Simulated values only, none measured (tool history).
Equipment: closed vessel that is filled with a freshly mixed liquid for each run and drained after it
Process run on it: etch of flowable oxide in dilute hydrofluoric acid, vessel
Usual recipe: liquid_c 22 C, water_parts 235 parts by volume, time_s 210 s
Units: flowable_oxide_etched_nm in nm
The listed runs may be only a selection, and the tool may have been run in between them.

run   hour  liquid_c  water_parts  time_s  read-back film thickness of the flowable oxide reference wafer, read on the same gauge (nm)  flowable_oxide_etched_nm
  1      0        22          235     210                                                                                        40.04                     21.21
  2   17.3        22          235     210                                                                                           40                     21.38
  3     35        22          235     210                                                                                        39.99                      21.2
  4   43.7        22          235     210                                                                                        40.03                     21.24
  5   59.8        20          235     210                                                                                        39.99                     19.71
  6   75.9        22          235     210                                                                                           40                     21.16
     101.2  -- hydrofluoric acid flow meter replaced
  7  101.7        22          210     210                                                                                        40.02                     22.64
  8  117.1        22          210     210                                                                                           40                     22.75
  9    129        22          235     210                                                                                           40                     19.64
     136.3  -- thermometer replaced
 10  136.8        22          235     210                                                                                           40                        22
 11  179.5        19          235     210                                                                                        39.99                     19.58
 12    187      25.5          205     290                                                                                        40.01                     40.17
 13  207.8      26.5          125     210                                                                                        39.99                      54.8
 14  217.8        17          235     310                                                                                        40.01                     26.91
 15  228.8        22          235     210                                                                                           40                     22.07
 16  240.9        25          290     315                                                                                        40.03                      28.3
 17  248.3        22          235     210                                                                                        40.03                     21.98
 18  254.6      20.5          145     325                                                                                        40.04                     56.71
 19  264.1      17.5          310     120                                                                                        40.01                      7.51
 20  276.8      19.5          235     210                                                                                        39.97                     19.91
 21  292.4        24          235     210                                                                                        40.01                     23.78
 22  301.9      18.5          145     275                                                                                        39.99                     45.04
     305.5  -- gauge calibrated
 23  313.7      23.5          305     290                                                                                        39.98                     23.04
 24  319.9      25.5          335     115                                                                                        39.96                      8.74
 25  335.2        22          235     210                                                                                        39.97                     22.02
 26  342.4        20          295     245                                                                                        40.01                     18.24
 27  354.8      20.5          175     210                                                                                        40.01                     29.52
 28  366.9      19.5          285     325                                                                                        40.01                     24.58
 29  375.1        26          235     210                                                                                        40.03                     25.69
 30  384.9        22          235     110                                                                                        39.98                      11.6
 31  397.2        22          235     160                                                                                        40.02                     16.82
 32  409.2        22          235     305                                                                                        40.02                        32
 33  424.5        22          235     210                                                                                           40                     22.38

What if the next run were any one of these 4? Each begins from the tool's condition after run 33:
  A  425.2        22          235     210                                                                                            ?                         ?
  B  425.2        22          175     210                                                                                            ?                         ?
  C  425.2        22          175     140                                                                                            ?                         ?
  D  425.2      23.5          115     285                                                                                            ?                         ?

run  read-back film thickness of the flowable oxide reference wafer, read on the same gauge (nm)  flowable_oxide_etched_nm
  A                                                                                        39.98                     22.45
  B                                                                                        39.98                     31.97
  C                                                                                        39.98                     21.32
  D                                                                                        39.98                     74.68
The same runs, with their run-to-run variation unchanged, on a tool lacking any hidden condition would have given:
run  flowable_oxide_etched_nm
  A                        22
  B                     31.42
  C                     20.95
  D                     73.56
